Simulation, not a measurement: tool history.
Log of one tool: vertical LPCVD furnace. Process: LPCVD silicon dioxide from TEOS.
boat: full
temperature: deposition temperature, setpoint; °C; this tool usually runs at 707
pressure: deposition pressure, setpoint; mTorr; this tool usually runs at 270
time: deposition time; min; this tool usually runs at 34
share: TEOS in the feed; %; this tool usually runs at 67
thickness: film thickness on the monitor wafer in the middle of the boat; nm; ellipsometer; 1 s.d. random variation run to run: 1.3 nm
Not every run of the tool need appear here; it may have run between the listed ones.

run,day,temperature,pressure,time,share,"read-back reference wafer on the same gauge, thickness",thickness
1,0,707,270,34,62,261,263.73
2,0.588,707,270,34,62,260.31,263.51
3,2.083,715,270,34,67,260.54,327.35
4,2.846,715,270,34,67,261.14,328.83
# day 3.967: thermocouples replaced and temperature profile calibrated
5,4.258,715,270,34,67,261.23,327.8
6,5.488,707,255,34,67,260.78,265.7
7,6.492,707,255,34,67,261.49,266.37
# day 7.021: gauge calibrated
8,7.046,707,270,34,67,261.19,273.88
9,7.633,707,270,34,67,261,274.63
10,8.9,707,250,42.5,67,261.32,327.03
11,9.675,701,270,34,76,261.13,256.02
12,10.496,696,270,21,54,260.71,117.29
# day 11.792: pressure gauge zeroed
13,11.812,699,270,24.5,67,261.17,164.22
14,12.008,699,325,25.5,79,260.71,203.31
15,13.25,707,270,34,67,261.45,273.34
16,13.783,707,240,27,67,260.99,204.44
17,15.217,715,270,34,67,260.3,329.81
18,16.467,707,270,34,67,261.22,273.09
19,17.158,707,270,20.5,67,261.29,166.61
20,18.433,713,270,34,67,260.82,315.57
21,19.092,712,270,34,80,261.29,333.84
22,20.058,718,335,34,67,261.17,391.1
23,21.204,707,245,23.5,67,260.75,178.21
24,21.879,707,310,34,67,261.2,294.34
25,23.129,707,270,34,67,261.2,271.91
26,23.817,707,270,25.5,60,260.82,194.11
27,24.788,707,245,34,67,260.88,259.31
28,26.162,707,270,22,67,260.82,176.58
29,27.367,707,305,34,67,260.67,289.33
30,28.425,707,230,25,67,261.01,185.89
31,29.583,707,270,34,67,260.89,272.55
32,31.058,707,270,34,54,260.69,244

List, for all runs, the conditions of the tool that the log does not record:
true tube temperature minus thermocouple reading, K: 0 at every run
true pressure minus gauge reading, mTorr: 0 at every run
deviation of the TEOS flow from its setpoint, %: 0 at every run
gauge reads high (%): 0 at every run

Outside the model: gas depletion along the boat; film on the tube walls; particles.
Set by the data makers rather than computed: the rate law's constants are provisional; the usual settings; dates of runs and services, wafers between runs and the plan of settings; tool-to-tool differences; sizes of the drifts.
